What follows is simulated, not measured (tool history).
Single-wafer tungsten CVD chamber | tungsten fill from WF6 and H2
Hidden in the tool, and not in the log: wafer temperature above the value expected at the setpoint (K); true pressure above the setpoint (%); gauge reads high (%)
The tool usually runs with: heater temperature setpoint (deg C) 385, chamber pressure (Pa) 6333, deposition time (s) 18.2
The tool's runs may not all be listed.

| run | hour | heater temperature setpoint (deg C) | chamber pressure (Pa) | deposition time (s) | wafers since the last listed run | hours since the last thermocouple change | hours since the last manometer calibration | hours since the showerhead was replaced | hours since the gauge calibration | read-back reference wafer on the same gauge, thickness_nm | mean film thickness on the monitor wafer (Å) |
|---|---|---|---|---|---|---|---|---|---|---|---|
| 1 | 0 | 385 | 6333 | 18.2 | 0 | 1305.5 | 1616.5 | 5023 | 257.2 | 34.542 | 404.27 |
| 2 | 65.3 | 385 | 6333 | 18.2 | 867 | 1370.8 | 1681.8 | 5088.3 | 322.5 | 34.589 | 406.09 |
| 3 | 157.2 | 385 | 6333 | 18.2 | 1220 | 1462.7 | 1773.7 | 5180.2 | 414.4 | 34.556 | 403.48 |
| 4 | 219.9 | 385 | 6333 | 18.2 | 832 | 1525.4 | 1836.4 | 5242.9 | 477.1 | 34.549 | 403.84 |
| 5 | 263.7 | 385 | 6333 | 18.2 | 581 | 1569.2 | 1880.2 | 5286.7 | 520.9 | 34.599 | 402.27 |
| 6 | 346.8 | 385 | 6333 | 18.2 | 1103 | 1652.3 | 1963.3 | 5369.8 | 604 | 34.568 | 401.27 |
|  | 421.5 | showerhead replaced, of another model than before |
| 7 | 449.4 | 385 | 6333 | 18.2 | 1256 | 1754.9 | 2065.9 | 27.9 | 706.6 | 34.556 | 405.55 |
| 8 | 548.3 | 385 | 6333 | 18.2 | 1313 | 1853.8 | 2164.8 | 126.8 | 805.5 | 34.628 | 403.31 |
|  | 641.6 | thermocouple changed; heater temperature recalibrated |
| 9 | 642.1 | 385 | 6333 | 18.2 | 1139 | 0.5 | 2258.6 | 220.6 | 899.3 | 34.63 | 424.99 |
| 10 | 691.4 | 385 | 6333 | 18.2 | 654 | 49.8 | 2307.9 | 269.9 | 948.6 | 34.593 | 426.31 |
| 11 | 771.7 | 385 | 6333 | 18.2 | 1066 | 130.1 | 2388.2 | 350.2 | 1028.9 | 34.597 | 419.3 |
|  | 823.4 | capacitance manometer re-zeroed and calibrated |
| 12 | 855.4 | 377 | 6333 | 20.3 | 1005 | 213.8 | 32 | 433.9 | 1112.6 | 34.601 | 387.82 |
| 13 | 946.6 | 385 | 5533 | 18.2 | 1211 | 305 | 123.2 | 525.1 | 1203.8 | 34.566 | 381.65 |
| 14 | 1027.3 | 376 | 5333 | 15 | 1071 | 385.7 | 203.9 | 605.8 | 1284.5 | 34.614 | 245.7 |
|  | 1040.5 | gauge calibrated |
| 15 | 1129.5 | 370 | 5026 | 18.2 | 1357 | 487.9 | 306.1 | 708 | 89 | 34.605 | 249.02 |
| 16 | 1211.7 | 385 | 6333 | 18.2 | 1091 | 570.1 | 388.3 | 790.2 | 171.2 | 34.599 | 412.33 |
| 17 | 1287.8 | 391 | 5266 | 18.2 | 1010 | 646.2 | 464.4 | 866.3 | 247.3 | 34.574 | 415.01 |
| 18 | 1390.8 | 385 | 5760 | 20.3 | 1367 | 749.2 | 567.4 | 969.3 | 350.3 | 34.562 | 432.35 |

Forecast each of these 4 alternatives for the next run:
| A | 1391.2 | 376 | 6333 | 18.2 | 5 | 749.6 | 567.8 | 969.7 | 350.7 | ? | ? |
| B | 1391.2 | 396 | 7253 | 21.6 | 5 | 749.6 | 567.8 | 969.7 | 350.7 | ? | ? |
| C | 1391.2 | 399 | 6879 | 18.2 | 5 | 749.6 | 567.8 | 969.7 | 350.7 | ? | ? |
| D | 1391.2 | 385 | 7026 | 18.2 | 5 | 749.6 | 567.8 | 969.7 | 350.7 | ? | ? |

| run | read-back reference wafer on the same gauge, thickness_nm | mean film thickness on the monitor wafer (Å) |
|---|---|---|
| A | 34.596 | 331.72 |
| B | 34.596 | 672.67 |
| C | 34.596 | 585.19 |
| D | 34.596 | 435.96 |
Stripped of hidden state, with their random variation kept, the same runs would have yielded:
| run | mean film thickness on the monitor wafer (Å) |
|---|---|
| A | 344.87 |
| B | 696.62 |
| C | 605.42 |
| D | 452.48 |

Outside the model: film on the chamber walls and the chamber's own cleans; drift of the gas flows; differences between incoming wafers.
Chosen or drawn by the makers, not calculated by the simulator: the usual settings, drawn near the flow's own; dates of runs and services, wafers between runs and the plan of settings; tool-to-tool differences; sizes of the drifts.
